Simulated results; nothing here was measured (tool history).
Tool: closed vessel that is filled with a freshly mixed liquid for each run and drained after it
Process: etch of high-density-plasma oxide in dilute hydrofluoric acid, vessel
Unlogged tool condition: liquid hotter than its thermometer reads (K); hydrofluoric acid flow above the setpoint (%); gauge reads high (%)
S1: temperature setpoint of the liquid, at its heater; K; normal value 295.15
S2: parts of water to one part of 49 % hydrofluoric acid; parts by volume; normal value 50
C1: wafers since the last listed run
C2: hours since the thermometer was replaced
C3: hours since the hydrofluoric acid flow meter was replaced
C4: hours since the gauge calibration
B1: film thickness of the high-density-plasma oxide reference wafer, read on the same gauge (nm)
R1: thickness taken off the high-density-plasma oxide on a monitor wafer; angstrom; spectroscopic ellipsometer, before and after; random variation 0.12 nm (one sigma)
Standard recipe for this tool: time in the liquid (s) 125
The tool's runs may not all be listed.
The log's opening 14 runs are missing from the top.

{"hour": 738.7, "done": "thermometer replaced"}
{"run": 15, "hour": 763.7, "S1": 297.15, "S2": 35, "time in the liquid (s)": 60, "C1": 3052, "C2": 25.0, "C3": 255.1, "C4": 1720.7, "B1": 149.99, "R1": 98.9}
{"run": 16, "hour": 793.1, "S1": 299.65, "S2": 50, "time in the liquid (s)": 125, "C1": 3492, "C2": 54.4, "C3": 284.5, "C4": 1750.1, "B1": 149.99, "R1": 157.4}
{"run": 17, "hour": 838.3, "S1": 295.15, "S2": 50, "time in the liquid (s)": 125, "C1": 5369, "C2": 99.6, "C3": 329.7, "C4": 1795.3, "B1": 149.97, "R1": 133.1}
{"run": 18, "hour": 871.9, "S1": 295.15, "S2": 35, "time in the liquid (s)": 125, "C1": 3991, "C2": 133.2, "C3": 363.3, "C4": 1828.9, "B1": 150.03, "R1": 190.7}
{"hour": 916.9, "done": "gauge calibrated"}
{"run": 19, "hour": 925.9, "S1": 298.15, "S2": 40, "time in the liquid (s)": 70, "C1": 6414, "C2": 187.2, "C3": 417.3, "C4": 9.0, "B1": 150.0, "R1": 105.8}
{"run": 20, "hour": 949.9, "S1": 300.15, "S2": 50, "time in the liquid (s)": 125, "C1": 2850, "C2": 211.2, "C3": 441.3, "C4": 33.0, "B1": 149.98, "R1": 163.1}
{"run": 21, "hour": 999.9, "S1": 295.15, "S2": 50, "time in the liquid (s)": 125, "C1": 5939, "C2": 261.2, "C3": 491.3, "C4": 83.0, "B1": 149.97, "R1": 128.6}
{"run": 22, "hour": 1033.2, "S1": 298.15, "S2": 70, "time in the liquid (s)": 90, "C1": 3955, "C2": 294.5, "C3": 524.6, "C4": 116.3, "B1": 150.02, "R1": 74.6}
{"run": 23, "hour": 1068.0, "S1": 296.65, "S2": 35, "time in the liquid (s)": 125, "C1": 4133, "C2": 329.3, "C3": 559.4, "C4": 151.1, "B1": 150.02, "R1": 203.2}
{"run": 24, "hour": 1111.6, "S1": 298.65, "S2": 50, "time in the liquid (s)": 125, "C1": 5179, "C2": 372.9, "C3": 603.0, "C4": 194.7, "B1": 150.0, "R1": 152.0}
{"run": 25, "hour": 1154.2, "S1": 290.65, "S2": 60, "time in the liquid (s)": 170, "C1": 5060, "C2": 415.5, "C3": 645.6, "C4": 237.3, "B1": 149.98, "R1": 121.0}
{"run": 26, "hour": 1208.2, "S1": 295.15, "S2": 50, "time in the liquid (s)": 125, "C1": 6414, "C2": 469.5, "C3": 699.6, "C4": 291.3, "B1": 150.02, "R1": 128.8}
{"run": 27, "hour": 1265.7, "S1": 295.15, "S2": 50, "time in the liquid (s)": 125, "C1": 6830, "C2": 527.0, "C3": 757.1, "C4": 348.8, "B1": 150.05, "R1": 131.2}
{"run": 28, "hour": 1290.3, "S1": 295.15, "S2": 35, "time in the liquid (s)": 155, "C1": 2922, "C2": 551.6, "C3": 781.7, "C4": 373.4, "B1": 150.0, "R1": 232.9}
{"run": 29, "hour": 1316.0, "S1": 295.15, "S2": 50, "time in the liquid (s)": 165, "C1": 3052, "C2": 577.3, "C3": 807.4, "C4": 399.1, "B1": 150.01, "R1": 172.5}
{"run": 30, "hour": 1377.7, "S1": 297.15, "S2": 65, "time in the liquid (s)": 85, "C1": 7329, "C2": 639.0, "C3": 869.1, "C4": 460.8, "B1": 150.04, "R1": 73.1}
{"run": 31, "hour": 1409.0, "S1": 297.15, "S2": 50, "time in the liquid (s)": 50, "C1": 3718, "C2": 670.3, "C3": 900.4, "C4": 492.1, "B1": 150.04, "R1": 56.4}
{"run": 32, "hour": 1443.5, "S1": 296.65, "S2": 75, "time in the liquid (s)": 70, "C1": 4098, "C2": 704.8, "C3": 934.9, "C4": 526.6, "B1": 150.0, "R1": 50.1}
{"run": 33, "hour": 1482.9, "S1": 292.15, "S2": 25, "time in the liquid (s)": 155, "C1": 4680, "C2": 744.2, "C3": 974.3, "C4": 566.0, "B1": 150.0, "R1": 291.4}

Predict each of these 3 candidate next runs independently; none follows another, all start after run 33:
{"run": "A", "hour": 1483.6, "S1": 295.15, "S2": 50, "time in the liquid (s)": 125, "C1": 83, "C2": 744.9, "C3": 975.0, "C4": 566.7, "B1": "?", "R1": "?"}
{"run": "B", "hour": 1483.6, "S1": 297.15, "S2": 35, "time in the liquid (s)": 55, "C1": 83, "C2": 744.9, "C3": 975.0, "C4": 566.7, "B1": "?", "R1": "?"}
{"run": "C", "hour": 1483.6, "S1": 298.15, "S2": 65, "time in the liquid (s)": 80, "C1": 83, "C2": 744.9, "C3": 975.0, "C4": 566.7, "B1": "?", "R1": "?"}

run=A B1=149.98 R1=128.3
run=B B1=149.98 R1=89.4
run=C B1=149.98 R1=70.1
What these runs would have given with no unlogged condition in the tool:
run=A R1=128.3
run=B R1=89.4
run=C R1=70.1
